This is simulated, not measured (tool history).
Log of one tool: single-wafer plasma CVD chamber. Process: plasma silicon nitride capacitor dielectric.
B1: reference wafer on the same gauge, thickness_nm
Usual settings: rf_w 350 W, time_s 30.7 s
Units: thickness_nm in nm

run 1 hour=0 | rf_w=390 time_s=28.7 | B1=43.578 | thickness_nm=36.612
run 2 hour=86.8 | rf_w=390 time_s=28.7 | B1=43.594 | thickness_nm=36.636
run 3 hour=113 | rf_w=390 time_s=28.7 | B1=43.612 | thickness_nm=36.749
run 4 hour=144 | rf_w=350 time_s=30.7 | B1=43.628 | thickness_nm=38.357
run 5 hour=166.9 | rf_w=350 time_s=33.3 | B1=43.614 | thickness_nm=41.512
run 6 hour=194.3 | rf_w=350 time_s=33.3 | B1=43.598 | thickness_nm=41.584
run 7 hour=225.5 | rf_w=350 time_s=30.7 | B1=43.59 | thickness_nm=38.378
-- hour=239.6 gauge calibrated
run 8 hour=260 | rf_w=350 time_s=30.7 | B1=43.599 | thickness_nm=38.264
-- hour=275.6 showerhead replaced, of another model than before
run 9 hour=292.7 | rf_w=350 time_s=30.7 | B1=43.583 | thickness_nm=38.034
run 10 hour=305.1 | rf_w=350 time_s=27.9 | B1=43.589 | thickness_nm=34.613
run 11 hour=319.3 | rf_w=350 time_s=27.9 | B1=43.607 | thickness_nm=34.561
run 12 hour=341.1 | rf_w=385 time_s=30.7 | B1=43.614 | thickness_nm=39.015
run 13 hour=374.5 | rf_w=350 time_s=30.7 | B1=43.587 | thickness_nm=38.012
run 14 hour=400 | rf_w=350 time_s=30.7 | B1=43.578 | thickness_nm=38.083
run 15 hour=428.5 | rf_w=350 time_s=26.4 | B1=43.609 | thickness_nm=32.624
run 16 hour=460.2 | rf_w=350 time_s=30.7 | B1=43.595 | thickness_nm=38.024
run 17 hour=473.8 | rf_w=350 time_s=30.7 | B1=43.607 | thickness_nm=37.859
-- hour=504 RF generator calibrated
run 18 hour=507.6 | rf_w=320 time_s=34.3 | B1=43.583 | thickness_nm=42.358
run 19 hour=537.5 | rf_w=305 time_s=32.5 | B1=43.584 | thickness_nm=39.486
run 20 hour=567.9 | rf_w=315 time_s=34.9 | B1=43.609 | thickness_nm=42.725
run 21 hour=593 | rf_w=300 time_s=30.7 | B1=43.596 | thickness_nm=37.296
run 22 hour=623.4 | rf_w=350 time_s=30.7 | B1=43.592 | thickness_nm=38.628
run 23 hour=654.6 | rf_w=390 time_s=26 | B1=43.602 | thickness_nm=33.751
run 24 hour=676.8 | rf_w=310 time_s=32.6 | B1=43.612 | thickness_nm=39.805

Hidden state or all else? Some run-to-run changes of thickness_nm, split into what the settings, what came in and random variation would give without the hidden state, and what is left for the hidden state (with any gauge scatter that isn't in both results):
The hidden state here: delivered RF power above the setpoint (%); gauge reads high (%).
Run 8 -> 9: showerhead replaced, of another model than before. thickness_nm -0.23 nm: hidden state -0.186, all else -0.044.
Run 14 -> 15: time_s 30.7 -> 26.4. thickness_nm -5.459 nm: hidden state +0.112, all else -5.571.
Run 17 -> 18: rf_w 350 -> 320, time_s 30.7 -> 34.3, RF generator calibrated. thickness_nm +4.499 nm: hidden state +0.758, all else +3.741.
Run 23 -> 24: rf_w 390 -> 310, time_s 26 -> 32.6. thickness_nm +6.054 nm: hidden state -0.035, all else +6.089.

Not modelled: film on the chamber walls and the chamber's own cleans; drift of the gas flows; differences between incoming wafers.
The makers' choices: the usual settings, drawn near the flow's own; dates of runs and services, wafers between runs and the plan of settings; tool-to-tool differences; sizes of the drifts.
